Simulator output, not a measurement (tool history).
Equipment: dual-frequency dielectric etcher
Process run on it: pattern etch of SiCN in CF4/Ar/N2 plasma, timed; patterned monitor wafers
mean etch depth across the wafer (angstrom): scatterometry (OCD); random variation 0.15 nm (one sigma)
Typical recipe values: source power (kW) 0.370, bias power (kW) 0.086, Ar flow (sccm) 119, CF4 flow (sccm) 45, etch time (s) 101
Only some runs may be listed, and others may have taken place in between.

| run | hour | source power (kW) | bias power (kW) | Ar flow (sccm) | CF4 flow (sccm) | etch time (s) | read-back reference wafer on the same gauge, depth_nm | mean etch depth across the wafer (angstrom) |
|---|---|---|---|---|---|---|---|---|
| 1 | 0.0 | 0.370 | 0.086 | 119 | 45 | 101 | 61.3 | 735 |
|  | 16.0 | Ar flow controller replaced |
| 2 | 16.5 | 0.370 | 0.086 | 119 | 45 | 101 | 61.3 | 734 |
| 3 | 26.3 | 0.280 | 0.072 | 97 | 45 | 88 | 61.3 | 448 |
| 4 | 42.7 | 0.370 | 0.086 | 119 | 51 | 101 | 61.3 | 747 |
| 5 | 57.9 | 0.370 | 0.078 | 110 | 53 | 116 | 61.3 | 835 |
|  | 72.9 | bias power generator calibrated |
| 6 | 73.4 | 0.400 | 0.093 | 119 | 45 | 83 | 61.3 | 667 |
| 7 | 86.3 | 0.370 | 0.086 | 119 | 45 | 101 | 61.3 | 724 |
| 8 | 107.1 | 0.370 | 0.086 | 119 | 45 | 101 | 61.3 | 722 |
| 9 | 113.2 | 0.460 | 0.077 | 119 | 45 | 101 | 61.3 | 857 |
| 10 | 127.3 | 0.370 | 0.086 | 119 | 41 | 101 | 61.3 | 710 |
| 11 | 140.1 | 0.370 | 0.086 | 119 | 45 | 101 | 61.3 | 721 |
|  | 172.0 | upper electrode replaced |
| 12 | 192.4 | 0.370 | 0.086 | 119 | 45 | 101 | 61.3 | 723 |
| 13 | 207.8 | 0.370 | 0.086 | 119 | 45 | 72 | 61.3 | 515 |
|  | 237.3 | wet clean of the chamber |
| 14 | 237.8 | 0.370 | 0.086 | 119 | 45 | 101 | 61.3 | 722 |

Run 15, settings as shown, results not yet in. Your forecast:
| 15 | 277.9 | 0.370 | 0.086 | 119 | 54 | 130 | ? | ? |

Run 15 came out at read-back reference wafer on the same gauge, depth_nm 61.3, mean etch depth across the wafer (angstrom) 958.
Were there no unlogged condition in the tool, this run, its random variation unchanged, would have produced mean etch depth across the wafer (angstrom) 952.
